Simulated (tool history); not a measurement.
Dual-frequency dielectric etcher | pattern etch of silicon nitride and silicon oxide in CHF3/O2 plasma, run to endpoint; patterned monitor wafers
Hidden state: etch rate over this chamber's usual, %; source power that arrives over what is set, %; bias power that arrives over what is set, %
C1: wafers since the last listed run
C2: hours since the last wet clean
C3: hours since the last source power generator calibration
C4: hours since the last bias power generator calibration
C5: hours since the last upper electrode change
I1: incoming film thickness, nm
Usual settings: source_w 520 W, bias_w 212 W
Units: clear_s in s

Run 1, hour 0: usual settings but bias_w 177 W; C1 0; C2 329.2; C3 1664.2; C4 985.1; C5 4034.9; I1 193.7. Result: clear_s 142.9 s.
Run 2, hour 44.5: usual settings but bias_w 177 W; C1 241; C2 373.7; C3 1708.7; C4 1029.6; C5 4079.4; I1 192.4. Result: clear_s 139.9 s.
Run 3, hour 121.6: usual settings but bias_w 197 W; C1 418; C2 450.8; C3 1785.8; C4 1106.7; C5 4156.5; I1 194.1. Result: clear_s 137.8 s.
At hour 210.5: wet clean of the chamber.
Run 4, hour 211: usual settings but bias_w 197 W; C1 354; C2 0.5; C3 1875.2; C4 1196.1; C5 4245.9; I1 193.9. Result: clear_s 137.3 s.
Run 5, hour 284.7: usual settings but bias_w 197 W; C1 399; C2 74.2; C3 1948.9; C4 1269.8; C5 4319.6; I1 195.3. Result: clear_s 138.8 s.
Run 6, hour 390.4: usual settings; C1 573; C2 179.9; C3 2054.6; C4 1375.5; C5 4425.3; I1 194. Result: clear_s 134.8 s.
Run 7, hour 454.3: usual settings; C1 346; C2 243.8; C3 2118.5; C4 1439.4; C5 4489.2; I1 193.5. Result: clear_s 134.1 s.
Run 8, hour 521.3: usual settings; C1 363; C2 310.8; C3 2185.5; C4 1506.4; C5 4556.2; I1 192.7. Result: clear_s 133.5 s.
At hour 535.9: source power generator calibrated.
At hour 573.5: bias power generator calibrated.
Run 9, hour 739.7: usual settings but source_w 620 W, bias_w 191 W; C1 1141; C2 529.2; C3 203.8; C4 166.2; C5 4774.6; I1 193.5. Result: clear_s 130.4 s.
At hour 803.9: wet clean of the chamber.
Run 10, hour 804.4: usual settings but source_w 590 W, bias_w 262 W; C1 220; C2 0.5; C3 268.5; C4 230.9; C5 4839.3; I1 193.5. Result: clear_s 119.5 s.
Run 11, hour 878.1: usual settings but source_w 450 W; C1 399; C2 74.2; C3 342.2; C4 304.6; C5 4913; I1 194.4. Result: clear_s 139.5 s.
Run 12, hour 937.7: usual settings; C1 323; C2 133.8; C3 401.8; C4 364.2; C5 4972.6; I1 192.3. Result: clear_s 133.3 s.
At hour 1000.5: upper electrode replaced.
Run 13, hour 1001: usual settings but source_w 580 W, bias_w 164 W; C1 213; C2 197.1; C3 465.1; C4 427.5; C5 0.5; I1 193.3. Result: clear_s 140.9 s.
Run 14, hour 1064.8: usual settings but source_w 450 W, bias_w 174 W; C1 346; C2 260.9; C3 528.9; C4 491.3; C5 64.3; I1 193.4. Result: clear_s 148.3 s.
Run 15, hour 1101.9: usual settings; C1 201; C2 298; C3 566; C4 528.4; C5 101.4; I1 191.4. Result: clear_s 131.8 s.
Run 16, hour 1182.6: usual settings but source_w 410 W, bias_w 250 W; C1 437; C2 378.7; C3 646.7; C4 609.1; C5 182.1; I1 191.7. Result: clear_s 133 s.
Run 17, hour 1267.8: usual settings but source_w 590 W; C1 462; C2 463.9; C3 731.9; C4 694.3; C5 267.3; I1 191.8. Result: clear_s 127.1 s.

Forecast each of these 4 alternatives for the next run:
Run A, hour 1268.3: usual settings; C1 2; C2 464.4; C3 732.4; C4 694.8; C5 267.8; I1 193.1. Result: clear_s ?.
Run B, hour 1268.3: usual settings but source_w 580 W; C1 2; C2 464.4; C3 732.4; C4 694.8; C5 267.8; I1 193.1. Result: clear_s ?.
Run C, hour 1268.3: usual settings but source_w 650 W, bias_w 174 W; C1 2; C2 464.4; C3 732.4; C4 694.8; C5 267.8; I1 193.1. Result: clear_s ?.
Run D, hour 1268.3: usual settings but source_w 630 W, bias_w 186 W; C1 2; C2 464.4; C3 732.4; C4 694.8; C5 267.8; I1 193.1. Result: clear_s ?.

run  clear_s
  A    132.4
  B    128.7
  C      134
  D      132
Without the tool's hidden state the same runs would have given:
run  clear_s
  A    132.4
  B    128.7
  C      134
  D      132
